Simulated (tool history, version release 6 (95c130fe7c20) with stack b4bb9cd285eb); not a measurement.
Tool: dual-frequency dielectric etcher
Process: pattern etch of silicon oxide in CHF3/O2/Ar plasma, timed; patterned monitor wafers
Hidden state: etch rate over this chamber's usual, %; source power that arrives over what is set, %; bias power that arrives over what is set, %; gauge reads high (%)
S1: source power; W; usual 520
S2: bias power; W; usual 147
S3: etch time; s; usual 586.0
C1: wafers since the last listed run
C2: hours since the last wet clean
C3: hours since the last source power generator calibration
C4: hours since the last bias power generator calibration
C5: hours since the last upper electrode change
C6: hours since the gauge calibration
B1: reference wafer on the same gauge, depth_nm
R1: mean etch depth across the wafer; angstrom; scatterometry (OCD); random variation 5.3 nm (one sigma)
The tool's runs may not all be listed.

{"run": 1, "day": 0.0, "S1": 520, "S2": 147, "S3": 586.0, "C1": 0, "C2": 152.7, "C3": 3519.3, "C4": 3604.1, "C5": 5076.8, "C6": 70.2, "B1": 960.0, "R1": 10741}
{"run": 2, "day": 0.704, "S1": 520, "S2": 147, "S3": 586.0, "C1": 42, "C2": 169.6, "C3": 3536.2, "C4": 3621.0, "C5": 5093.7, "C6": 87.1, "B1": 960.1, "R1": 10764}
{"run": 3, "day": 2.167, "S1": 520, "S2": 147, "S3": 586.0, "C1": 88, "C2": 204.7, "C3": 3571.3, "C4": 3656.1, "C5": 5128.8, "C6": 122.2, "B1": 960.0, "R1": 10605}
{"run": 4, "day": 3.175, "S1": 520, "S2": 147, "S3": 586.0, "C1": 60, "C2": 228.9, "C3": 3595.5, "C4": 3680.3, "C5": 5153.0, "C6": 146.4, "B1": 961.8, "R1": 10781}
{"run": 5, "day": 4.046, "S1": 520, "S2": 147, "S3": 586.0, "C1": 52, "C2": 249.8, "C3": 3616.4, "C4": 3701.2, "C5": 5173.9, "C6": 167.3, "B1": 961.7, "R1": 10633}
{"run": 6, "day": 5.129, "S1": 440, "S2": 147, "S3": 586.0, "C1": 65, "C2": 275.8, "C3": 3642.4, "C4": 3727.2, "C5": 5199.9, "C6": 193.3, "B1": 958.7, "R1": 9935}
{"run": 7, "day": 5.962, "S1": 440, "S2": 147, "S3": 586.0, "C1": 50, "C2": 295.8, "C3": 3662.4, "C4": 3747.2, "C5": 5219.9, "C6": 213.3, "B1": 959.5, "R1": 9877}
{"run": 8, "day": 7.225, "S1": 440, "S2": 147, "S3": 586.0, "C1": 76, "C2": 326.1, "C3": 3692.7, "C4": 3777.5, "C5": 5250.2, "C6": 243.6, "B1": 960.8, "R1": 9997}
{"day": 8.704, "done": "upper electrode replaced"}
{"run": 9, "day": 8.725, "S1": 520, "S2": 147, "S3": 586.0, "C1": 30, "C2": 362.1, "C3": 3728.7, "C4": 3813.5, "C5": 0.5, "C6": 279.6, "B1": 959.5, "R1": 10699}
{"run": 10, "day": 9.562, "S1": 520, "S2": 147, "S3": 586.0, "C1": 50, "C2": 382.2, "C3": 3748.8, "C4": 3833.6, "C5": 20.6, "C6": 299.7, "B1": 959.2, "R1": 10648}
{"day": 9.933, "done": "source power generator calibrated"}
{"run": 11, "day": 10.488, "S1": 520, "S2": 147, "S3": 586.0, "C1": 45, "C2": 404.4, "C3": 13.3, "C4": 3855.8, "C5": 42.8, "C6": 321.9, "B1": 959.9, "R1": 10609}
{"day": 12.15, "done": "wet clean of the chamber"}
{"run": 12, "day": 12.171, "S1": 520, "S2": 147, "S3": 586.0, "C1": 41, "C2": 0.5, "C3": 53.7, "C4": 3896.2, "C5": 83.2, "C6": 362.3, "B1": 960.5, "R1": 10748}
{"run": 13, "day": 12.854, "S1": 640, "S2": 147, "S3": 505.5, "C1": 41, "C2": 16.9, "C3": 70.1, "C4": 3912.6, "C5": 99.6, "C6": 378.7, "B1": 960.4, "R1": 10038}
{"run": 14, "day": 13.55, "S1": 520, "S2": 147, "S3": 586.0, "C1": 41, "C2": 33.6, "C3": 86.8, "C4": 3929.3, "C5": 116.3, "C6": 395.4, "B1": 960.9, "R1": 10680}
{"day": 16.529, "done": "bias power generator calibrated"}
{"day": 16.892, "done": "gauge calibrated"}
{"run": 15, "day": 17.046, "S1": 520, "S2": 147, "S3": 586.0, "C1": 200, "C2": 117.5, "C3": 170.7, "C4": 12.4, "C5": 200.2, "C6": 3.7, "B1": 957.5, "R1": 10707}
{"run": 16, "day": 18.525, "S1": 520, "S2": 170, "S3": 734.5, "C1": 89, "C2": 153.0, "C3": 206.2, "C4": 47.9, "C5": 235.7, "C6": 39.2, "B1": 961.3, "R1": 14134}
{"run": 17, "day": 19.071, "S1": 580, "S2": 147, "S3": 651.0, "C1": 32, "C2": 166.1, "C3": 219.3, "C4": 61.0, "C5": 248.8, "C6": 52.3, "B1": 959.8, "R1": 12412}
{"run": 18, "day": 19.692, "S1": 480, "S2": 147, "S3": 586.0, "C1": 37, "C2": 181.0, "C3": 234.2, "C4": 75.9, "C5": 263.7, "C6": 67.2, "B1": 960.7, "R1": 10329}
{"run": 19, "day": 20.442, "S1": 520, "S2": 147, "S3": 586.0, "C1": 45, "C2": 199.0, "C3": 252.2, "C4": 93.9, "C5": 281.7, "C6": 85.2, "B1": 961.3, "R1": 10656}
{"run": 20, "day": 21.55, "S1": 430, "S2": 133, "S3": 586.0, "C1": 66, "C2": 225.6, "C3": 278.8, "C4": 120.5, "C5": 308.3, "C6": 111.8, "B1": 959.6, "R1": 9534}
{"run": 21, "day": 22.096, "S1": 410, "S2": 147, "S3": 586.0, "C1": 32, "C2": 238.7, "C3": 291.9, "C4": 133.6, "C5": 321.4, "C6": 124.9, "B1": 960.0, "R1": 9559}
{"run": 22, "day": 23.192, "S1": 480, "S2": 159, "S3": 433.0, "C1": 66, "C2": 265.0, "C3": 318.2, "C4": 159.9, "C5": 347.7, "C6": 151.2, "B1": 959.4, "R1": 7830}
{"run": 23, "day": 23.958, "S1": 400, "S2": 158, "S3": 586.0, "C1": 46, "C2": 283.4, "C3": 336.6, "C4": 178.3, "C5": 366.1, "C6": 169.6, "B1": 959.7, "R1": 9641}
{"run": 24, "day": 25.15, "S1": 460, "S2": 160, "S3": 586.0, "C1": 71, "C2": 312.0, "C3": 365.2, "C4": 206.9, "C5": 394.7, "C6": 198.2, "B1": 959.0, "R1": 10439}

The tool's hidden state at each run:
etch rate over this chamber's usual, %: 0 in every run
source power that arrives over what is set, %: 0 in every run
bias power that arrives over what is set, %: 0 in every run
gauge reads high (%): 0 in every run

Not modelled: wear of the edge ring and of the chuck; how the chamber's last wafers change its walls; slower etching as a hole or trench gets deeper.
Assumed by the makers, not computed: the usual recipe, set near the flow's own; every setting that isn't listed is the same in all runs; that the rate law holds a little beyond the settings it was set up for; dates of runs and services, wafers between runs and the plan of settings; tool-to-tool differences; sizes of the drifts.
